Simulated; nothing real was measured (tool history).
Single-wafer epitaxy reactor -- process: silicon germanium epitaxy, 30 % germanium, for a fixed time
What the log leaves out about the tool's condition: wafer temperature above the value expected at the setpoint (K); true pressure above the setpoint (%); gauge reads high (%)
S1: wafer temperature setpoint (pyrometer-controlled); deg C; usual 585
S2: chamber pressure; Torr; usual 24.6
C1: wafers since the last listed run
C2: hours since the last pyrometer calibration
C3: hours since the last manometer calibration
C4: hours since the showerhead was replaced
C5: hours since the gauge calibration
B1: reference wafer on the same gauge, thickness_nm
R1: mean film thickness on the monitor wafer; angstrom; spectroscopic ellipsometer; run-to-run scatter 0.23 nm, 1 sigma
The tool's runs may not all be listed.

run,hour,S1,S2,C1,C2,C3,C4,C5,B1,R1
1,0.0,585,24.6,0,1271.1,663.6,3437.1,586.8,58.241,495.01
2,31.5,585,24.6,692,1302.6,695.1,3468.6,618.3,58.196,490.42
3,100.4,579,24.6,1514,1371.5,764.0,3537.5,687.2,58.141,444.87
4,158.2,579,24.6,1270,1429.3,821.8,3595.3,745.0,58.149,445.31
5,190.9,579,24.6,718,1462.0,854.5,3628.0,777.7,58.210,443.36
6,235.6,585,24.6,982,1506.7,899.2,3672.7,822.4,58.255,496.45
7,269.4,585,24.6,742,1540.5,933.0,3706.5,856.2,58.229,492.40
8,308.0,585,24.6,848,1579.1,971.6,3745.1,894.8,58.210,495.93
9,365.4,585,24.6,1261,1636.5,1029.0,3802.5,952.2,58.246,493.95
10,393.2,585,24.6,611,1664.3,1056.8,3830.3,980.0,58.221,498.46
# hour 444.4: gauge calibrated
11,458.3,585,24.6,1430,1729.4,1121.9,3895.4,13.9,58.220,494.47
# hour 469.2: showerhead replaced
12,494.5,575,28.8,619,1765.6,1158.1,25.3,50.1,58.142,440.75
13,555.0,592,21.2,1329,1826.1,1218.6,85.8,110.6,58.259,530.62
# hour 595.7: capacitance manometer re-zeroed and calibrated
14,624.7,594,20.9,1356,1895.8,29.0,155.5,180.3,58.265,523.34
# hour 666.3: pyrometer calibrated
15,666.8,585,24.6,749,0.5,71.1,197.6,222.4,58.188,502.17
16,691.4,590,24.6,540,25.1,95.7,222.2,247.0,58.292,543.06
17,721.9,585,24.6,670,55.6,126.2,252.7,277.5,58.217,498.83
18,758.5,593,24.6,804,92.2,162.8,289.3,314.1,58.202,566.40
19,820.0,585,24.6,1351,153.7,224.3,350.8,375.6,58.228,499.47
20,858.1,585,24.6,837,191.8,262.4,388.9,413.7,58.194,503.52
21,918.9,585,24.6,1336,252.6,323.2,449.7,474.5,58.173,501.27
22,945.9,571,29.1,593,279.6,350.2,476.7,501.5,58.178,416.68
23,1002.0,580,27.8,1233,335.7,406.3,532.8,557.6,58.160,478.62

Forecast run 24:
24,1044.8,585,29.0,940,378.5,449.1,575.6,600.4,?,?

{"run 24": {"B1": 58.194, "R1": 530.56}}
On a tool with no hidden condition, and with the same random variation, this run would have come out at R1 533.94 angstrom.
